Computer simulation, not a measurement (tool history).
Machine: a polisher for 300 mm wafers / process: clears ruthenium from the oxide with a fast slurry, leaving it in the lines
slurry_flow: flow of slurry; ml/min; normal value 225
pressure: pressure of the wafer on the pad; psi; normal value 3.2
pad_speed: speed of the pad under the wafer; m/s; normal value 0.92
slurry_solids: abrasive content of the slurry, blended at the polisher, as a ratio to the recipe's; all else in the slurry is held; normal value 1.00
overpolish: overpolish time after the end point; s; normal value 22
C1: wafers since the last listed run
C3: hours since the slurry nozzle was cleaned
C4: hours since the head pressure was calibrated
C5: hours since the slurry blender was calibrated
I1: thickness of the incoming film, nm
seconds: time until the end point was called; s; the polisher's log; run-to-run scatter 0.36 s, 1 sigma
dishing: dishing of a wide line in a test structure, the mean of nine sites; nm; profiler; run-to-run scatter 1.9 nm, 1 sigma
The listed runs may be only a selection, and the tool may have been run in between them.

Run 1, hour 0.0: usual settings; C1 0; wafers polished on this pad 595; C3 643.5; C4 19.2; C5 326.3; I1 149.2. Result: seconds 31.1 s, dishing 83.3 nm.
At hour 11.2: slurry nozzle cleaned.
Run 2, hour 65.8: usual settings; C1 844; wafers polished on this pad 1440; C3 54.6; C4 85.0; C5 392.1; I1 151.5. Result: seconds 33.1 s, dishing 80.7 nm.
Run 3, hour 103.5: usual settings; C1 491; wafers polished on this pad 1932; C3 92.3; C4 122.7; C5 429.8; I1 150.4. Result: seconds 31.8 s, dishing 82.4 nm.
At hour 133.3: slurry blender recalibrated.
Run 4, hour 133.8: usual settings; C1 368; wafers polished on this pad 2301; C3 122.6; C4 153.0; C5 0.5; I1 148.2. Result: seconds 32.1 s, dishing 80.1 nm.
Run 5, hour 178.9: usual settings; C1 588; wafers polished on this pad 2889; C3 167.7; C4 198.1; C5 45.6; I1 150.1. Result: seconds 32.4 s, dishing 78.3 nm.
Run 6, hour 219.6: usual settings but slurry_flow 245 ml/min, pressure 2.1 psi, pad_speed 1.22 m/s, overpolish 34 s; C1 530; wafers polished on this pad 3419; C3 208.4; C4 238.8; C5 86.3; I1 152.1. Result: seconds 32.9 s, dishing 109.9 nm.
Run 7, hour 274.3: usual settings but slurry_solids 1.25; C1 713; wafers polished on this pad 4133; C3 263.1; C4 293.5; C5 141.0; I1 147.5. Result: seconds 28.2 s, dishing 87.6 nm.
Run 8, hour 324.8: usual settings but pad_speed 1.00 m/s; C1 658; wafers polished on this pad 4791; C3 313.6; C4 344.0; C5 191.5; I1 148.5. Result: seconds 30.2 s, dishing 81.5 nm.
Run 9, hour 360.7: usual settings; C1 468; wafers polished on this pad 5259; C3 349.5; C4 379.9; C5 227.4; I1 149.5. Result: seconds 32.5 s, dishing 79.0 nm.
Run 10, hour 406.8: usual settings but pad_speed 0.80 m/s, overpolish 30 s; C1 601; wafers polished on this pad 5860; C3 395.6; C4 426.0; C5 273.5; I1 149.2. Result: seconds 36.9 s, dishing 92.2 nm.
At hour 420.8: worn pad replaced by a new one.
Run 11, hour 467.0: usual settings; C1 732; wafers polished on this pad 602; C3 455.8; C4 486.2; C5 333.7; I1 147.8. Result: seconds 31.1 s, dishing 80.3 nm.
Run 12, hour 510.9: usual settings but slurry_flow 200 ml/min, pressure 4.3 psi, pad_speed 1.16 m/s, slurry_solids 1.10; C1 572; wafers polished on this pad 1174; C3 499.7; C4 530.1; C5 377.6; I1 150.6. Result: seconds 19.4 s, dishing 114.0 nm.
At hour 519.6: slurry blender recalibrated.
Run 13, hour 581.5: usual settings but slurry_flow 165 ml/min, slurry_solids 0.80; C1 894; wafers polished on this pad 2069; C3 570.3; C4 600.7; C5 61.9; I1 147.6. Result: seconds 37.6 s, dishing 69.7 nm.
Run 14, hour 618.4: usual settings but slurry_flow 170 ml/min, overpolish 13 s; C1 481; wafers polished on this pad 2550; C3 607.2; C4 637.6; C5 98.8; I1 149.9. Result: seconds 33.7 s, dishing 49.4 nm.
At hour 646.1: slurry nozzle cleaned.
Run 15, hour 664.0: usual settings but pad_speed 0.78 m/s, slurry_solids 1.20; C1 581; wafers polished on this pad 3131; C3 17.9; C4 683.2; C5 144.4; I1 148.4. Result: seconds 34.6 s, dishing 73.7 nm.
Run 16, hour 714.9: usual settings; C1 663; wafers polished on this pad 3795; C3 68.8; C4 734.1; C5 195.3; I1 149.1. Result: seconds 32.4 s, dishing 78.6 nm.
Run 17, hour 758.7: usual settings but pressure 4.3 psi, overpolish 25 s; C1 571; wafers polished on this pad 4366; C3 112.6; C4 777.9; C5 239.1; I1 150.7. Result: seconds 25.9 s, dishing 105.0 nm.
Run 18, hour 829.1: usual settings but slurry_flow 260 ml/min, pressure 3.8 psi, pad_speed 0.82 m/s, slurry_solids 1.30; C1 917; wafers polished on this pad 5284; C3 183.0; C4 848.3; C5 309.5; I1 151.2. Result: seconds 27.9 s, dishing 89.2 nm.
At hour 839.7: worn pad replaced by a new one.
Run 19, hour 867.4: usual settings but pad_speed 0.66 m/s; C1 447; wafers polished on this pad 361; C3 221.3; C4 886.6; C5 347.8; I1 150.9. Result: seconds 43.8 s, dishing 62.1 nm.
Run 20, hour 909.1: usual settings; C1 543; wafers polished on this pad 905; C3 263.0; C4 928.3; C5 389.5; I1 148.5. Result: seconds 31.1 s, dishing 81.2 nm.
Run 21, hour 973.8: usual settings; C1 843; wafers polished on this pad 1748; C3 327.7; C4 993.0; C5 454.2; I1 152.6. Result: seconds 32.9 s, dishing 80.9 nm.
At hour 980.7: slurry blender recalibrated.
Run 22, hour 1002.3: usual settings but slurry_solids 1.10, overpolish 30 s; C1 345; wafers polished on this pad 2094; C3 356.2; C4 1021.5; C5 21.6; I1 150.9. Result: seconds 30.4 s, dishing 103.2 nm.
Run 23, hour 1048.9: usual settings but slurry_flow 190 ml/min; C1 607; wafers polished on this pad 2702; C3 402.8; C4 1068.1; C5 68.2; I1 151.1. Result: seconds 33.7 s, dishing 80.9 nm.
Run 24, hour 1116.0: usual settings; C1 874; wafers polished on this pad 3577; C3 469.9; C4 1135.2; C5 135.3; I1 148.8. Result: seconds 32.5 s, dishing 77.0 nm.
Run 25, hour 1154.2: usual settings but pad_speed 0.80 m/s; C1 498; wafers polished on this pad 4075; C3 508.1; C4 1173.4; C5 173.5; I1 149.8. Result: seconds 37.5 s, dishing 70.2 nm.
Run 26, hour 1205.2: usual settings; C1 664; wafers polished on this pad 4740; C3 559.1; C4 1224.4; C5 224.5; I1 150.0. Result: seconds 32.3 s, dishing 79.8 nm.
At hour 1220.1: worn pad replaced by a new one.
Run 27, hour 1236.4: usual settings but slurry_flow 250 ml/min, pad_speed 1.02 m/s; C1 354; wafers polished on this pad 212; C3 590.3; C4 1255.6; C5 255.7; I1 149.0. Result: seconds 27.8 s, dishing 85.0 nm.
Run 28, hour 1301.8: usual settings but slurry_flow 165 ml/min, pad_speed 1.18 m/s, overpolish 32 s; C1 852; wafers polished on this pad 1065; C3 655.7; C4 1321.0; C5 321.1; I1 147.6. Result: seconds 25.7 s, dishing 124.8 nm.

4 options for the next run, each taken on its own from the tool as it stands now. Forecast them:
Run A, hour 1302.2: usual settings; C1 5; wafers polished on this pad 1070; C3 656.1; C4 1321.4; C5 321.5; I1 149.7. Result: seconds ?, dishing ?.
Run B, hour 1302.2: usual settings but pressure 4.0 psi, overpolish 15 s; C1 5; wafers polished on this pad 1070; C3 656.1; C4 1321.4; C5 321.5; I1 149.7. Result: seconds ?, dishing ?.
Run C, hour 1302.2: usual settings but overpolish 13 s; C1 5; wafers polished on this pad 1070; C3 656.1; C4 1321.4; C5 321.5; I1 149.7. Result: seconds ?, dishing ?.
Run D, hour 1302.2: usual settings but pressure 2.2 psi, slurry_solids 1.20; C1 5; wafers polished on this pad 1070; C3 656.1; C4 1321.4; C5 321.5; I1 149.7. Result: seconds ?, dishing ?.

run  seconds  dishing
  A     32.0     80.3
  B     27.0     67.2
  C     32.0     51.1
  D     37.7     69.9
Without the tool's hidden state the same runs would have given:
run  seconds  dishing
  A     31.1     82.1
  B     26.2     68.8
  C     31.1     52.4
  D     36.7     71.6
